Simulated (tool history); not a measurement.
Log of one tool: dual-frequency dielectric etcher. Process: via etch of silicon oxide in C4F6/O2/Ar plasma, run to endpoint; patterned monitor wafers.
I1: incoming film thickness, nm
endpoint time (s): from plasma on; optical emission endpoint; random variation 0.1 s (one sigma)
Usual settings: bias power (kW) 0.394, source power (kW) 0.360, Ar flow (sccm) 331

{"run": 1, "day": 0.0, "bias power (kW)": 0.394, "source power (kW)": 0.36, "Ar flow (sccm)": 303, "I1": 121.3, "endpoint time (s)": 31.2}
{"run": 2, "day": 0.458, "bias power (kW)": 0.394, "source power (kW)": 0.36, "Ar flow (sccm)": 303, "I1": 121.2, "endpoint time (s)": 31.3}
{"run": 3, "day": 0.942, "bias power (kW)": 0.394, "source power (kW)": 0.36, "Ar flow (sccm)": 363, "I1": 120.3, "endpoint time (s)": 32.0}
{"run": 4, "day": 1.371, "bias power (kW)": 0.394, "source power (kW)": 0.36, "Ar flow (sccm)": 363, "I1": 121.1, "endpoint time (s)": 32.0}
{"run": 5, "day": 1.712, "bias power (kW)": 0.394, "source power (kW)": 0.36, "Ar flow (sccm)": 363, "I1": 120.2, "endpoint time (s)": 31.7}
{"run": 6, "day": 2.342, "bias power (kW)": 0.394, "source power (kW)": 0.36, "Ar flow (sccm)": 331, "I1": 120.3, "endpoint time (s)": 31.4}
{"run": 7, "day": 2.988, "bias power (kW)": 0.394, "source power (kW)": 0.36, "Ar flow (sccm)": 331, "I1": 119.8, "endpoint time (s)": 31.0}
{"run": 8, "day": 3.725, "bias power (kW)": 0.424, "source power (kW)": 0.32, "Ar flow (sccm)": 331, "I1": 120.2, "endpoint time (s)": 31.9}
{"run": 9, "day": 4.104, "bias power (kW)": 0.424, "source power (kW)": 0.32, "Ar flow (sccm)": 331, "I1": 120.9, "endpoint time (s)": 32.2}
{"run": 10, "day": 4.633, "bias power (kW)": 0.394, "source power (kW)": 0.36, "Ar flow (sccm)": 331, "I1": 120.5, "endpoint time (s)": 31.3}
{"run": 11, "day": 5.283, "bias power (kW)": 0.394, "source power (kW)": 0.36, "Ar flow (sccm)": 331, "I1": 121.8, "endpoint time (s)": 31.6}
{"day": 6.55, "done": "wet clean of the chamber"}
{"day": 6.604, "done": "source power generator calibrated"}
{"run": 12, "day": 6.625, "bias power (kW)": 0.394, "source power (kW)": 0.36, "Ar flow (sccm)": 331, "I1": 120.5, "endpoint time (s)": 33.1}
{"run": 13, "day": 6.638, "bias power (kW)": 0.394, "source power (kW)": 0.36, "Ar flow (sccm)": 331, "I1": 122.2, "endpoint time (s)": 33.3}
{"run": 14, "day": 6.938, "bias power (kW)": 0.462, "source power (kW)": 0.3, "Ar flow (sccm)": 414, "I1": 121.1, "endpoint time (s)": 35.0}
{"run": 15, "day": 7.421, "bias power (kW)": 0.394, "source power (kW)": 0.28, "Ar flow (sccm)": 353, "I1": 121.0, "endpoint time (s)": 36.5}
{"run": 16, "day": 7.812, "bias power (kW)": 0.49, "source power (kW)": 0.36, "Ar flow (sccm)": 331, "I1": 123.1, "endpoint time (s)": 31.7}
{"run": 17, "day": 8.312, "bias power (kW)": 0.471, "source power (kW)": 0.31, "Ar flow (sccm)": 411, "I1": 120.7, "endpoint time (s)": 34.1}
{"run": 18, "day": 8.908, "bias power (kW)": 0.394, "source power (kW)": 0.36, "Ar flow (sccm)": 331, "I1": 121.6, "endpoint time (s)": 33.0}
{"day": 9.258, "done": "Ar flow controller replaced"}
{"day": 9.946, "done": "upper electrode replaced"}
{"day": 10.046, "done": "bias power generator calibrated"}
{"run": 19, "day": 10.067, "bias power (kW)": 0.394, "source power (kW)": 0.28, "Ar flow (sccm)": 331, "I1": 121.1, "endpoint time (s)": 35.8}
{"run": 20, "day": 10.079, "bias power (kW)": 0.394, "source power (kW)": 0.29, "Ar flow (sccm)": 259, "I1": 122.2, "endpoint time (s)": 33.9}
{"run": 21, "day": 10.471, "bias power (kW)": 0.43, "source power (kW)": 0.36, "Ar flow (sccm)": 331, "I1": 120.3, "endpoint time (s)": 31.8}
{"run": 22, "day": 11.021, "bias power (kW)": 0.43, "source power (kW)": 0.3, "Ar flow (sccm)": 331, "I1": 121.3, "endpoint time (s)": 34.3}
{"run": 23, "day": 11.688, "bias power (kW)": 0.394, "source power (kW)": 0.36, "Ar flow (sccm)": 331, "I1": 120.7, "endpoint time (s)": 32.7}
{"run": 24, "day": 12.375, "bias power (kW)": 0.358, "source power (kW)": 0.32, "Ar flow (sccm)": 300, "I1": 120.6, "endpoint time (s)": 34.2}
{"run": 25, "day": 12.638, "bias power (kW)": 0.444, "source power (kW)": 0.28, "Ar flow (sccm)": 251, "I1": 120.9, "endpoint time (s)": 32.4}

4 ways to go on from here, each from the tool as it stands after run 25. What would each give?
{"run": "A", "day": 12.654, "bias power (kW)": 0.394, "source power (kW)": 0.36, "Ar flow (sccm)": 331, "I1": 120.7, "endpoint time (s)": "?"}
{"run": "B", "day": 12.654, "bias power (kW)": 0.394, "source power (kW)": 0.36, "Ar flow (sccm)": 299, "I1": 120.7, "endpoint time (s)": "?"}
{"run": "C", "day": 12.654, "bias power (kW)": 0.465, "source power (kW)": 0.44, "Ar flow (sccm)": 282, "I1": 120.7, "endpoint time (s)": "?"}
{"run": "D", "day": 12.654, "bias power (kW)": 0.424, "source power (kW)": 0.3, "Ar flow (sccm)": 254, "I1": 120.7, "endpoint time (s)": "?"}

run=A endpoint_time_(s)=32.5
run=B endpoint_time_(s)=31.9
run=C endpoint_time_(s)=28.1
run=D endpoint_time_(s)=32.3
Without the tool's hidden state the same runs would have given:
run=A endpoint_time_(s)=33.0
run=B endpoint_time_(s)=32.4
run=C endpoint_time_(s)=28.5
run=D endpoint_time_(s)=32.8

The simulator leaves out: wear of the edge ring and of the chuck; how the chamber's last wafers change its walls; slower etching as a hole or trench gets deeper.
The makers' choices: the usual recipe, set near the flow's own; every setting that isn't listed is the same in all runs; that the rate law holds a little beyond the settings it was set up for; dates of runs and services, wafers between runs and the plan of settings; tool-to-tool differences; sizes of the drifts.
